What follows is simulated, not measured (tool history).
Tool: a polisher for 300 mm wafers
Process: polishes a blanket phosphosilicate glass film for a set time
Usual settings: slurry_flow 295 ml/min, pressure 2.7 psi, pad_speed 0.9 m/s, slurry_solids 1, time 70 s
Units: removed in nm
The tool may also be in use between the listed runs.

run   hour  slurry_flow  pressure  pad_speed  slurry_solids  time  incoming thickness of the incoming film, nm  removed
  1      0          295       3.4        0.8              1    70                                       3531.9    501.3
  2   64.7          295       3.4        0.8              1    70                                       3508.7    480.7
  3  104.8          295       3.4        0.8              1    70                                       3581.5    483.6
     112.8  -- slurry blender recalibrated
     143.9  -- conditioning disc replaced and pad reconditioned
  4  151.4          295       2.7        0.9            1.1    70                                       3500.7    446.3
     175.2  -- worn pad replaced by a new one
  5  223.2          320       2.7        0.9            1.1    70                                       3456.4    441.6
     241.8  -- head pressure recalibrated
  6  256.8          295       2.7       1.04              1    70                                       3533.7    530.3
     266.9  -- slurry blender recalibrated
  7  297.2          295       2.7       1.04              1    70                                       3497.2    536.1
     319.4  -- worn pad replaced by a new one
  8  338.9          255       2.7        0.9              1    70                                       3550.9    472.6
  9  400.9          295         2        0.9           1.25    56                                       3496.6    307.9
     420.7  -- slurry blender recalibrated
     440.6  -- conditioning disc replaced and pad reconditioned
     490.5  -- worn pad replaced by a new one
 10  499.3          295       2.7       1.06              1    70                                       3508.9    555.6
       537  -- slurry nozzle cleaned
 11  554.3          295       2.7        0.9            1.2    70                                       3510.8    504.8
     596.1  -- slurry blender recalibrated
     629.7  -- worn pad replaced by a new one
     733.8  -- slurry blender recalibrated
 12  734.3          295       2.7       1.04            0.7    70                                       3590.3    450.8
 13  772.4          295       2.7        0.9              1    70                                       3531.6    448.2
 14  804.4          195       3.1        0.9              1    70                                         3544    484.6

Forecast each of these 4 alternatives for the next run:
  A  804.8          295       2.5        0.9              1    70                                       3488.7        ?
  B  804.8          295       2.7        1.2            0.9    61                                       3488.7        ?
  C  804.8          295       2.7       0.68           0.85    79                                       3488.7        ?
  D  804.8          295       2.7       0.72            1.2    48                                       3488.7        ?

run  removed
  A    418.7
  B    465.6
  C    388.6
  D    275.8
Without the tool's hidden state the same runs would have given:
run  removed
  A    458.8
  B    522.1
  C    421.2
  D    299.8
